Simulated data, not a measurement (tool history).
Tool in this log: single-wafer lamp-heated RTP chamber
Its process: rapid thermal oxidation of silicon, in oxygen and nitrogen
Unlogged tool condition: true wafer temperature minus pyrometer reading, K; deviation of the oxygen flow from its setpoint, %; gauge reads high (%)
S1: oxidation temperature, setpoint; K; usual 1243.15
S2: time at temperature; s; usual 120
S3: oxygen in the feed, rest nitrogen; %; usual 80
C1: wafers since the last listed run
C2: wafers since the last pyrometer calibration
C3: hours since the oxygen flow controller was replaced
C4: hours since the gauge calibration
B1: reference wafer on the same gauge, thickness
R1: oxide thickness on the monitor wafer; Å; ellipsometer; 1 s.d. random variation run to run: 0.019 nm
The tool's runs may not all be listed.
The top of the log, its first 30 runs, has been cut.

run    hour       S1   S2  S3   C1    C2      C3      C4     B1     R1
 31  1598.7  1243.15  120  80  323  1885  1031.2   767.4  5.861  56.59
 32  1668.8  1224.15  120  95  464  2350  1101.3   837.5  5.859  52.11
 33  1740.5  1262.15  120  80  474  2825    1173   909.2  5.862  65.44
 34  1783.5  1221.15  146  98  284  3109    1216   952.2  5.858  55.93
 35  1814.4  1243.15  120  66  204  3314  1246.9   983.1  5.856  52.79
 36  1886.2  1269.15  139  60  475  3790  1318.7  1054.9  5.864  66.52
 37  1933.6  1251.15  120  98  313  4104  1366.1  1102.3  5.864  64.58
 38  1975.2  1243.15  120  80  275  4379  1407.7  1143.9  5.854  57.07
 39    2027  1243.15  155  98  343  4722  1459.5  1195.7  5.865  68.26

Consider 3 possible next runs. They are alternatives, not a sequence: every one starts from the tool as it was left by run 39. What does each give?
  A  2027.4  1243.15  120  80   2  4725  1459.9  1196.1   ?   ?
  B  2027.4  1234.15  120  94   2  4725  1459.9  1196.1   ?   ?
  C  2027.4  1243.15  120  67   2  4725  1459.9  1196.1   ?   ?

run     B1     R1
  A  5.857  56.17
  B  5.857  55.44
  C  5.857  52.85
The same runs, with their run-to-run variation unchanged, on a tool lacking any hidden condition would have given:
run     R1
  A  56.17
  B  55.44
  C  52.85

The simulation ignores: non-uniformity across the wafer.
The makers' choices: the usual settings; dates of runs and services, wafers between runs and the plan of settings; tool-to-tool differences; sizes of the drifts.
